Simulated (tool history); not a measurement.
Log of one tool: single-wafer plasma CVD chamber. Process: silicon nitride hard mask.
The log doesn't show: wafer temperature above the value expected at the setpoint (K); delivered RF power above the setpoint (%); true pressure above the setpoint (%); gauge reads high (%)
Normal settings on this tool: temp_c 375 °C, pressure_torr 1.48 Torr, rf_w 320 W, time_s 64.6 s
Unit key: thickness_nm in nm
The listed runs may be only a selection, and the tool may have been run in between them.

| run | hour | temp_c | pressure_torr | rf_w | time_s | wafers since the last listed run | hours since the last thermocouple change | hours since the last RF generator calibration | hours since the last manometer calibration | hours since the showerhead was replaced | hours since the gauge calibration | read-back reference wafer on the same gauge, thickness_nm | thickness_nm |
|---|---|---|---|---|---|---|---|---|---|---|---|---|---|
| 1 | 0 | 375 | 1.31 | 320 | 64.6 | 0 | 1941.5 | 2491.4 | 2040.9 | 2575.4 | 1169.7 | 79.193 | 71.563 |
|  | 52 | RF generator calibrated |
| 2 | 53.2 | 375 | 1.31 | 320 | 64.6 | 1038 | 1994.7 | 1.2 | 2094.1 | 2628.6 | 1222.9 | 79.205 | 72.973 |
|  | 74.1 | showerhead replaced |
| 3 | 226 | 375 | 1.31 | 320 | 64.6 | 3786 | 2167.5 | 174 | 2266.9 | 151.9 | 1395.7 | 79.18 | 72.994 |
| 4 | 256.5 | 375 | 1.48 | 320 | 64.6 | 700 | 2198 | 204.5 | 2297.4 | 182.4 | 1426.2 | 79.213 | 75.792 |
| 5 | 325.5 | 375 | 1.48 | 320 | 64.6 | 1585 | 2267 | 273.5 | 2366.4 | 251.4 | 1495.2 | 79.192 | 75.624 |
| 6 | 376.5 | 375 | 1.48 | 320 | 64.6 | 1171 | 2318 | 324.5 | 2417.4 | 302.4 | 1546.2 | 79.175 | 75.702 |
|  | 419.8 | capacitance manometer re-zeroed and calibrated |
| 7 | 423.3 | 362 | 1.71 | 320 | 60.7 | 891 | 2364.8 | 371.3 | 3.5 | 349.2 | 1593 | 79.206 | 74.656 |
| 8 | 490.9 | 384 | 1.48 | 275 | 75.4 | 1553 | 2432.4 | 438.9 | 71.1 | 416.8 | 1660.6 | 79.216 | 80.289 |
|  | 557.7 | thermocouple changed; heater temperature recalibrated |
| 9 | 558.2 | 364 | 1.24 | 320 | 53.3 | 1362 | 0.5 | 506.2 | 138.4 | 484.1 | 1727.9 | 79.23 | 59.511 |
| 10 | 607.8 | 375 | 1.48 | 320 | 53.9 | 1139 | 50.1 | 555.8 | 188 | 533.7 | 1777.5 | 79.192 | 63.198 |
| 11 | 648.9 | 375 | 1.48 | 320 | 64.6 | 944 | 91.2 | 596.9 | 229.1 | 574.8 | 1818.6 | 79.2 | 75.597 |
| 12 | 694 | 375 | 1.48 | 320 | 64.6 | 1036 | 136.3 | 642 | 274.2 | 619.9 | 1863.7 | 79.197 | 75.661 |
| 13 | 884.5 | 366 | 1.72 | 260 | 56.3 | 4376 | 326.8 | 832.5 | 464.7 | 810.4 | 2054.2 | 79.187 | 60.964 |
| 14 | 921.3 | 370 | 1.48 | 270 | 71.2 | 845 | 363.6 | 869.3 | 501.5 | 847.2 | 2091 | 79.221 | 75.506 |
| 15 | 981.3 | 385 | 1.66 | 255 | 59.9 | 1378 | 423.6 | 929.3 | 561.5 | 907.2 | 2151 | 79.198 | 62.889 |
| 16 | 1008.8 | 362 | 1.62 | 320 | 60.9 | 631 | 451.1 | 956.8 | 589 | 934.7 | 2178.5 | 79.231 | 73.613 |
| 17 | 1051.8 | 375 | 1.48 | 320 | 64.6 | 987 | 494.1 | 999.8 | 632 | 977.7 | 2221.5 | 79.2 | 75.403 |
|  | 1058.3 | gauge calibrated |
| 18 | 1087.5 | 375 | 1.48 | 320 | 64.6 | 820 | 529.8 | 1035.5 | 667.7 | 1013.4 | 29.2 | 79.212 | 75.378 |
| 19 | 1125.2 | 361 | 1.59 | 320 | 64.6 | 866 | 567.5 | 1073.2 | 705.4 | 1051.1 | 66.9 | 79.184 | 77.59 |
| 20 | 1188 | 375 | 1.48 | 320 | 64.6 | 1442 | 630.3 | 1136 | 768.2 | 1113.9 | 129.7 | 79.213 | 75.643 |
| 21 | 1247.8 | 368 | 1.19 | 350 | 69.5 | 1373 | 690.1 | 1195.8 | 828 | 1173.7 | 189.5 | 79.208 | 80.193 |
| 22 | 1309.4 | 375 | 1.32 | 355 | 64.6 | 1415 | 751.7 | 1257.4 | 889.6 | 1235.3 | 251.1 | 79.238 | 77.409 |
| 23 | 1343.6 | 371 | 1.48 | 320 | 64.6 | 785 | 785.9 | 1291.6 | 923.8 | 1269.5 | 285.3 | 79.245 | 75.475 |
| 24 | 1372.7 | 375 | 1.27 | 320 | 76.5 | 668 | 815 | 1320.7 | 952.9 | 1298.6 | 314.4 | 79.183 | 84.929 |
| 25 | 1410.3 | 375 | 1.48 | 380 | 64.6 | 863 | 852.6 | 1358.3 | 990.5 | 1336.2 | 352 | 79.216 | 83.212 |
| 26 | 1481.2 | 368 | 1.19 | 350 | 69.5 | 1628 | 923.5 | 1429.2 | 1061.4 | 1407.1 | 422.9 | 79.213 | 79.97 |
| 27 | 1513.9 | 375 | 1.48 | 320 | 64.6 | 751 | 956.2 | 1461.9 | 1094.1 | 1439.8 | 455.6 | 79.192 | 75.25 |
| 28 | 1541.7 | 375 | 1.48 | 320 | 64.6 | 638 | 984 | 1489.7 | 1121.9 | 1467.6 | 483.4 | 79.192 | 75.316 |

Pick out some run-to-run changes in thickness_nm. Of each, how much would a tool without hidden state show as well, from the settings, what came in and chance, and how much is left for the hidden state and any gauge scatter not in both results compared?
Run 1 -> 2: RF generator calibrated. thickness_nm +1.41 nm: hidden state +1.567, all else -0.157.
Run 8 -> 9: temp_c 384 -> 364, pressure_torr 1.48 -> 1.24, rf_w 275 -> 320, time_s 75.4 -> 53.3, thermocouple changed; heater temperature recalibrated. thickness_nm -20.778 nm: hidden state +0.087, all else -20.865.
Run 12 -> 13: temp_c 375 -> 366, pressure_torr 1.48 -> 1.72, rf_w 320 -> 260, time_s 64.6 -> 56.3. thickness_nm -14.697 nm: hidden state -0.014, all else -14.683.
Run 23 -> 24: temp_c 371 -> 375, pressure_torr 1.48 -> 1.27, time_s 64.6 -> 76.5. thickness_nm +9.454 nm: hidden state -0.115, all else +9.569.
